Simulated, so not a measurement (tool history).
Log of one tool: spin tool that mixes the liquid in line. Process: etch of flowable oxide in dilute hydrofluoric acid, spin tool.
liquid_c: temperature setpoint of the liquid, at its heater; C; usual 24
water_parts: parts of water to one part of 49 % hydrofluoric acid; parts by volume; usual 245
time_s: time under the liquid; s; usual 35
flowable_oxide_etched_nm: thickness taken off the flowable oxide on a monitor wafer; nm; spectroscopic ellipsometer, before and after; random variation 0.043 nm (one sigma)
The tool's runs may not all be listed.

| run | day | liquid_c | water_parts | time_s | read-back film thickness of the flowable oxide reference wafer, read on the same gauge (nm) | flowable_oxide_etched_nm |
|---|---|---|---|---|---|---|
| 1 | 0 | 22 | 195 | 35 | 140.69 | 7.15 |
|  | 1.308 | hydrofluoric acid flow meter replaced |
| 2 | 1.329 | 22 | 195 | 35 | 140.84 | 7.08 |
| 3 | 2.146 | 24 | 245 | 35 | 140.94 | 5.81 |
| 4 | 3.433 | 24 | 245 | 35 | 141.13 | 5.84 |
| 5 | 4.675 | 24 | 315 | 35 | 141.31 | 4.19 |
| 6 | 5.921 | 24 | 315 | 35 | 141.5 | 4.18 |
| 7 | 6.946 | 24 | 315 | 35 | 141.7 | 4.24 |
| 8 | 7.946 | 24 | 245 | 35 | 141.85 | 5.86 |
| 9 | 8.483 | 24 | 245 | 35 | 142 | 5.94 |
| 10 | 9.271 | 24 | 245 | 35 | 142.15 | 5.91 |
| 11 | 10.038 | 24 | 245 | 35 | 142.33 | 5.95 |
| 12 | 10.842 | 24 | 245 | 35 | 142.49 | 5.91 |
| 13 | 11.958 | 24 | 245 | 35 | 142.72 | 5.88 |
| 14 | 12.596 | 24 | 245 | 15 | 142.88 | 2.54 |
| 15 | 13.633 | 24 | 245 | 35 | 143.14 | 5.95 |
|  | 14.833 | thermometer replaced |
| 16 | 14.854 | 20.5 | 180 | 55 | 143.41 | 11.93 |
| 17 | 15.45 | 21.5 | 340 | 25 | 143.6 | 2.56 |
| 18 | 16.35 | 20 | 340 | 25 | 143.83 | 2.43 |
|  | 16.683 | gauge calibrated |
| 19 | 17.146 | 29 | 170 | 20 | 140.13 | 6.18 |
| 20 | 18.2 | 26.5 | 130 | 45 | 140.1 | 17.57 |
| 21 | 19.042 | 24 | 245 | 35 | 140.14 | 5.83 |
| 22 | 19.679 | 24 | 245 | 35 | 140.14 | 5.79 |
|  | 21.446 | hydrofluoric acid flow meter replaced |
| 23 | 21.8 | 24 | 245 | 35 | 140.21 | 5.76 |
| 24 | 23.079 | 21 | 155 | 35 | 140.32 | 8.93 |
| 25 | 23.95 | 24 | 245 | 35 | 140.37 | 5.86 |
| 26 | 27.904 | 20.5 | 245 | 40 | 140.7 | 5.8 |

5 ways to go on from here, each from the tool as it stands after run 26. What would each give?
| A | 27.921 | 24 | 350 | 35 | ? | ? |
| B | 27.921 | 28.5 | 170 | 30 | ? | ? |
| C | 27.921 | 24 | 245 | 25 | ? | ? |
| D | 27.921 | 20 | 200 | 35 | ? | ? |
| E | 27.921 | 21.5 | 245 | 35 | ? | ? |

| run | read-back film thickness of the flowable oxide reference wafer, read on the same gauge (nm) | flowable_oxide_etched_nm |
|---|---|---|
| A | 140.71 | 3.67 |
| B | 140.71 | 9.17 |
| C | 140.71 | 4.15 |
| D | 140.71 | 6.41 |
| E | 140.71 | 5.3 |
Without the tool's hidden state the same runs would have given:
| run | flowable_oxide_etched_nm |
|---|---|
| A | 3.65 |
| B | 9.13 |
| C | 4.13 |
| D | 6.38 |
| E | 5.27 |
